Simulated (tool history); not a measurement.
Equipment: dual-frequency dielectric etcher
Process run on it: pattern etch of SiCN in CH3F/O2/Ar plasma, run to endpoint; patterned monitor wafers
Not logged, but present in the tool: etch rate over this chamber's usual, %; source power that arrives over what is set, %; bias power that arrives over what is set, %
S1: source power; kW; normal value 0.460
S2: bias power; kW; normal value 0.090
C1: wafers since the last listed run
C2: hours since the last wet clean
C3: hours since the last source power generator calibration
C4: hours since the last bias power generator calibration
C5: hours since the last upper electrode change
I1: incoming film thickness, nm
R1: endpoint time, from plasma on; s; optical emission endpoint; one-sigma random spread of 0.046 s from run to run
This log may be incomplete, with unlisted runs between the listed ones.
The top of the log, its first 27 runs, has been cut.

run,hour,S1,S2,C1,C2,C3,C4,C5,I1,R1
28,426.8,0.530,0.072,78,323.7,183.2,157.1,102.4,6.79,16.3
29,442.9,0.460,0.096,175,339.8,199.3,173.2,118.5,6.78,14.3
30,455.0,0.560,0.090,131,351.9,211.4,185.3,130.6,6.84,14.0
31,462.1,0.460,0.111,77,359.0,218.5,192.4,137.7,6.83,13.2
32,479.8,0.500,0.110,192,376.7,236.2,210.1,155.4,6.84,13.0
33,497.5,0.460,0.082,192,394.4,253.9,227.8,173.1,6.82,15.8
34,507.6,0.460,0.107,109,404.5,264.0,237.9,183.2,6.77,13.4
35,516.4,0.460,0.090,95,413.3,272.8,246.7,192.0,6.83,15.0
36,533.5,0.500,0.078,186,430.4,289.9,263.8,209.1,6.80,15.7

Each row is a separate what-if for the run after 36, all from the same tool condition, not one after another. Results?
A,533.9,0.460,0.090,4,430.8,290.3,264.2,209.5,6.83,?
B,533.9,0.570,0.075,4,430.8,290.3,264.2,209.5,6.83,?
C,533.9,0.380,0.069,4,430.8,290.3,264.2,209.5,6.83,?
D,533.9,0.420,0.090,4,430.8,290.3,264.2,209.5,6.83,?

run,R1
A,14.9
B,15.5
C,18.8
D,15.4
Without the tool's hidden state the same runs would have given:
run,R1
A,15.4
B,15.9
C,19.3
D,15.8
